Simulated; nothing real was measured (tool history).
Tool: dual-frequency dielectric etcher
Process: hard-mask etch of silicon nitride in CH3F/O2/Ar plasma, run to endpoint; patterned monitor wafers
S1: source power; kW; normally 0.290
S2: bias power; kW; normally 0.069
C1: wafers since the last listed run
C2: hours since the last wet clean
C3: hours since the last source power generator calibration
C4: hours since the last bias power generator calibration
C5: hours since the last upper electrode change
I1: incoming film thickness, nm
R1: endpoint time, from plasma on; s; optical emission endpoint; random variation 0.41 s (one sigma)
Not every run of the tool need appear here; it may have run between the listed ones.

{"run": 1, "hour": 0.0, "S1": 0.29, "S2": 0.069, "C1": 0, "C2": 223.3, "C3": 3326.0, "C4": 3506.2, "C5": 2569.9, "I1": 43.5, "R1": 69.8}
{"run": 2, "hour": 9.4, "S1": 0.29, "S2": 0.069, "C1": 130, "C2": 232.7, "C3": 3335.4, "C4": 3515.6, "C5": 2579.3, "I1": 43.13, "R1": 69.7}
{"run": 3, "hour": 15.5, "S1": 0.24, "S2": 0.069, "C1": 84, "C2": 238.8, "C3": 3341.5, "C4": 3521.7, "C5": 2585.4, "I1": 43.28, "R1": 78.9}
{"run": 4, "hour": 33.1, "S1": 0.24, "S2": 0.069, "C1": 243, "C2": 256.4, "C3": 3359.1, "C4": 3539.3, "C5": 2603.0, "I1": 43.44, "R1": 80.2}
{"run": 5, "hour": 46.2, "S1": 0.29, "S2": 0.069, "C1": 181, "C2": 269.5, "C3": 3372.2, "C4": 3552.4, "C5": 2616.1, "I1": 42.91, "R1": 69.1}
{"run": 6, "hour": 61.2, "S1": 0.29, "S2": 0.055, "C1": 207, "C2": 284.5, "C3": 3387.2, "C4": 3567.4, "C5": 2631.1, "I1": 42.65, "R1": 78.1}
{"run": 7, "hour": 67.8, "S1": 0.29, "S2": 0.069, "C1": 91, "C2": 291.1, "C3": 3393.8, "C4": 3574.0, "C5": 2637.7, "I1": 43.79, "R1": 70.4}
{"run": 8, "hour": 74.2, "S1": 0.29, "S2": 0.069, "C1": 88, "C2": 297.5, "C3": 3400.2, "C4": 3580.4, "C5": 2644.1, "I1": 43.44, "R1": 69.9}
{"run": 9, "hour": 82.1, "S1": 0.29, "S2": 0.069, "C1": 109, "C2": 305.4, "C3": 3408.1, "C4": 3588.3, "C5": 2652.0, "I1": 43.59, "R1": 70.1}
{"hour": 105.0, "done": "source power generator calibrated"}
{"run": 10, "hour": 105.5, "S1": 0.25, "S2": 0.069, "C1": 268, "C2": 328.8, "C3": 0.5, "C4": 3611.7, "C5": 2675.4, "I1": 43.13, "R1": 76.0}
{"run": 11, "hour": 115.1, "S1": 0.25, "S2": 0.069, "C1": 132, "C2": 338.4, "C3": 10.1, "C4": 3621.3, "C5": 2685.0, "I1": 43.21, "R1": 76.7}
{"run": 12, "hour": 125.1, "S1": 0.25, "S2": 0.069, "C1": 138, "C2": 348.4, "C3": 20.1, "C4": 3631.3, "C5": 2695.0, "I1": 43.13, "R1": 76.1}
{"hour": 151.6, "done": "bias power generator calibrated"}
{"hour": 160.0, "done": "upper electrode replaced, of another model than before"}
{"run": 13, "hour": 160.5, "S1": 0.36, "S2": 0.064, "C1": 318, "C2": 383.8, "C3": 55.5, "C4": 8.9, "C5": 0.5, "I1": 43.0, "R1": 67.7}
{"run": 14, "hour": 160.8, "S1": 0.29, "S2": 0.069, "C1": 4, "C2": 384.1, "C3": 55.8, "C4": 9.2, "C5": 0.8, "I1": 43.6, "R1": 69.1}
{"run": 15, "hour": 167.3, "S1": 0.26, "S2": 0.061, "C1": 89, "C2": 390.6, "C3": 62.3, "C4": 15.7, "C5": 7.3, "I1": 43.52, "R1": 81.4}
{"run": 16, "hour": 182.4, "S1": 0.33, "S2": 0.055, "C1": 208, "C2": 405.7, "C3": 77.4, "C4": 30.8, "C5": 22.4, "I1": 43.21, "R1": 81.9}
{"run": 17, "hour": 198.7, "S1": 0.29, "S2": 0.054, "C1": 225, "C2": 422.0, "C3": 93.7, "C4": 47.1, "C5": 38.7, "I1": 42.83, "R1": 87.5}
{"hour": 226.0, "done": "wet clean of the chamber"}
{"run": 18, "hour": 226.5, "S1": 0.33, "S2": 0.052, "C1": 52, "C2": 0.5, "C3": 121.5, "C4": 74.9, "C5": 66.5, "I1": 43.1, "R1": 91.9}
{"run": 19, "hour": 226.9, "S1": 0.29, "S2": 0.061, "C1": 5, "C2": 0.9, "C3": 121.9, "C4": 75.3, "C5": 66.9, "I1": 43.15, "R1": 80.8}
{"run": 20, "hour": 239.7, "S1": 0.25, "S2": 0.076, "C1": 177, "C2": 13.7, "C3": 134.7, "C4": 88.1, "C5": 79.7, "I1": 43.68, "R1": 72.2}
{"run": 21, "hour": 250.7, "S1": 0.26, "S2": 0.069, "C1": 152, "C2": 24.7, "C3": 145.7, "C4": 99.1, "C5": 90.7, "I1": 43.24, "R1": 75.6}
{"run": 22, "hour": 259.9, "S1": 0.36, "S2": 0.054, "C1": 127, "C2": 33.9, "C3": 154.9, "C4": 108.3, "C5": 99.9, "I1": 43.42, "R1": 84.5}
{"run": 23, "hour": 276.3, "S1": 0.31, "S2": 0.056, "C1": 226, "C2": 50.3, "C3": 171.3, "C4": 124.7, "C5": 116.3, "I1": 42.6, "R1": 85.8}
{"run": 24, "hour": 285.8, "S1": 0.29, "S2": 0.069, "C1": 131, "C2": 59.8, "C3": 180.8, "C4": 134.2, "C5": 125.8, "I1": 43.18, "R1": 71.6}

Consider 4 possible next runs. They are alternatives, not a sequence: every one starts from the tool as it was left by run 24. What does each give?
{"run": "A", "hour": 286.2, "S1": 0.29, "S2": 0.069, "C1": 5, "C2": 60.2, "C3": 181.2, "C4": 134.6, "C5": 126.2, "I1": 43.25, "R1": "?"}
{"run": "B", "hour": 286.2, "S1": 0.32, "S2": 0.054, "C1": 5, "C2": 60.2, "C3": 181.2, "C4": 134.6, "C5": 126.2, "I1": 43.25, "R1": "?"}
{"run": "C", "hour": 286.2, "S1": 0.25, "S2": 0.084, "C1": 5, "C2": 60.2, "C3": 181.2, "C4": 134.6, "C5": 126.2, "I1": 43.25, "R1": "?"}
{"run": "D", "hour": 286.2, "S1": 0.32, "S2": 0.077, "C1": 5, "C2": 60.2, "C3": 181.2, "C4": 134.6, "C5": 126.2, "I1": 43.25, "R1": "?"}

run=A R1=71.8
run=B R1=88.6
run=C R1=65.1
run=D R1=62.8
Without the tool's hidden state the same runs would have given:
run=A R1=72.7
run=B R1=89.7
run=C R1=65.9
run=D R1=63.5
